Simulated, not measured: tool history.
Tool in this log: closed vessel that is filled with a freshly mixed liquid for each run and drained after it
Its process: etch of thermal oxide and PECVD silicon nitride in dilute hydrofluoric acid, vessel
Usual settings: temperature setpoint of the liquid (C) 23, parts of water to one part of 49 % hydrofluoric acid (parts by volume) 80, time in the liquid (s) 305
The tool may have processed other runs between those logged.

run,hour,temperature setpoint of the liquid (C),parts of water to one part of 49 % hydrofluoric acid (parts by volume),time in the liquid (s),"read-back film thickness of the thermal oxide reference wafer, read on the same gauge (nm)","read-back film thickness of the PECVD silicon nitride reference wafer, read on the same gauge (nm)",thickness taken off the thermal oxide on a monitor wafer (nm),thickness taken off the PECVD silicon nitride on a monitor wafer (nm)
1,0,23,80,305,59.99,69.99,17.58,5.98
2,25.5,23,80,305,60,69.97,17.49,5.96
3,49.2,23,80,305,59.99,69.99,17.65,5.88
4,68.7,23,80,305,60.01,70.01,17.61,5.86
5,98.7,23,80,305,59.99,69.99,17.55,5.94
6,115,23,80,305,60,69.98,17.53,5.88
7,144.8,23,80,305,59.99,69.98,17.54,5.93
8,170.5,23,80,305,60,69.98,17.5,5.85
9,190.4,23,80,305,60.01,70.05,17.52,5.77
10,211.3,23,120,350,60.01,70,12.71,4.47
11,237.7,26.5,80,255,59.96,69.99,16.69,6.21
12,253.6,23,80,220,59.99,69.97,12.52,4.26
13,267.3,18.5,45,140,60.01,69.99,12.27,3.38
14,287.8,23,80,305,59.99,69.98,17.4,5.89
# hour 304.1: hydrofluoric acid flow meter replaced
# hour 304.8: thermometer replaced
15,319.6,20.5,90,240,60,70,11.84,3.99
# hour 320.2: gauge calibrated
16,352.4,23,80,305,60.01,70.02,18.98,6.66
17,387.1,23,115,305,59.98,70.01,12.5,4.66
18,416.2,26,80,250,59.98,69.98,17.32,6.65

Hidden state, per run?
hydrofluoric acid flow below the setpoint (%): 0, the same for each run
gauge reads high (%): 0, the same for each run
H1: liquid colder than its thermometer reads (K)
run,H1
1,1.94
2,1.98
3,2.01
4,2.04
5,2.09
6,2.11
7,2.16
8,2.19
9,2.22
10,2.25
11,2.29
12,2.32
13,2.34
14,2.37
15,0.173
16,0.221
17,0.272
18,0.315

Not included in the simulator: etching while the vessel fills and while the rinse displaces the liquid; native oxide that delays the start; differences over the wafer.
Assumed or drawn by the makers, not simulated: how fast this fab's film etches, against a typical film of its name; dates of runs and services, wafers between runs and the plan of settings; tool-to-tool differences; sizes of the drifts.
